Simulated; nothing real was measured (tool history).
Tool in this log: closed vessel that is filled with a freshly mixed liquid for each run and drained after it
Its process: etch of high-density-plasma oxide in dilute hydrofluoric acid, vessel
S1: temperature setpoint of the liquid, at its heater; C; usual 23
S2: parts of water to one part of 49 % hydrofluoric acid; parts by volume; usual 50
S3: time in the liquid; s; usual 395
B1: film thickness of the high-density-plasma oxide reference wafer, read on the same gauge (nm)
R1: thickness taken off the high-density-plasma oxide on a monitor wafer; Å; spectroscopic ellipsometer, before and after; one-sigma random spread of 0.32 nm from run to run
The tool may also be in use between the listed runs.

run    hour    S1  S2   S3      B1     R1
  1       0  21.5  50  395  140.01    408
  2    46.7  21.5  50  395  139.96  407.3
  3      79  21.5  50  395  140.04  407.3
  4   227.6    23  50  395  140.03  432.7
  5   272.4    23  50  395  140.06  428.5
  6     343    23  50  395     140  429.5
        351  -- thermometer replaced
  7   379.4    23  50  395     140  466.4
  8   444.2    23  50  395  140.01  463.9
  9   502.9    23  50  395  140.01  464.2
 10   566.6  26.5  50  395  139.96  534.2
 11   602.4  26.5  50  395  140.01  528.3
 12   671.1    23  50  395  139.96  464.7
 13   718.9    23  60  395     140  382.5
 14   748.6    19  50  535  139.97  533.6
 15   797.2    23  60  395     140  381.2
 16   866.9    23  45  395     140  516.7
 17   899.8    21  35  200     140  310.8
 18   947.2    23  75  630  139.99  479.8
      993.1  -- gauge calibrated
 19     994    23  50  215  139.99  251.7
 20  1056.4    23  50  235  140.01  272.5
     1083.3  -- hydrofluoric acid flow meter replaced
 21  1102.4    23  50  395  139.97  448.9
 22  1143.7    23  50  395  139.99  449.6
 23  1203.3  25.5  60  290  139.98  299.7
 24  1338.5    23  65  395  140.02  341.4
 25  1383.2    23  50  395  139.95  449.7
 26  1423.4    23  50  395  139.99  452.2
 27  1454.4    23  50  265  140.01  299.9
 28  1524.4    18  50  395  140.01    360
 29  1591.8    23  50  395  139.97  448.2
 30  1640.5  26.5  40  570     140  951.1
 31  1669.1    23  50  395  140.01  452.6
 32  1732.7    23  50  395  139.98  446.8
 33  1784.9  25.5  40  175  140.06  279.7

Below, some changes in R1 between adjacent runs. For each, the amount present without the hidden state too (settings, incoming material, random variation) and the amount remaining for the hidden state with gauge scatter not shared by both compared results:
The hidden state here: liquid colder than its thermometer reads (K); hydrofluoric acid flow above the setpoint (%); gauge reads high (%).
Run 6 -> 7: thermometer replaced. R1 +36.9 Å: hidden state +36.3, all else +0.6.
Run 18 -> 19: S2 75 -> 50, S3 630 -> 215, gauge calibrated. R1 -228.1 Å: hidden state -1, all else -227.1.
Run 29 -> 30: S1 23 -> 26.5, S2 50 -> 40, S3 395 -> 570. R1 +502.9 Å: hidden state -16.1, all else +519.
Run 30 -> 31: S1 26.5 -> 23, S2 40 -> 50, S3 570 -> 395. R1 -498.5 Å: hidden state +15.5, all else -514.
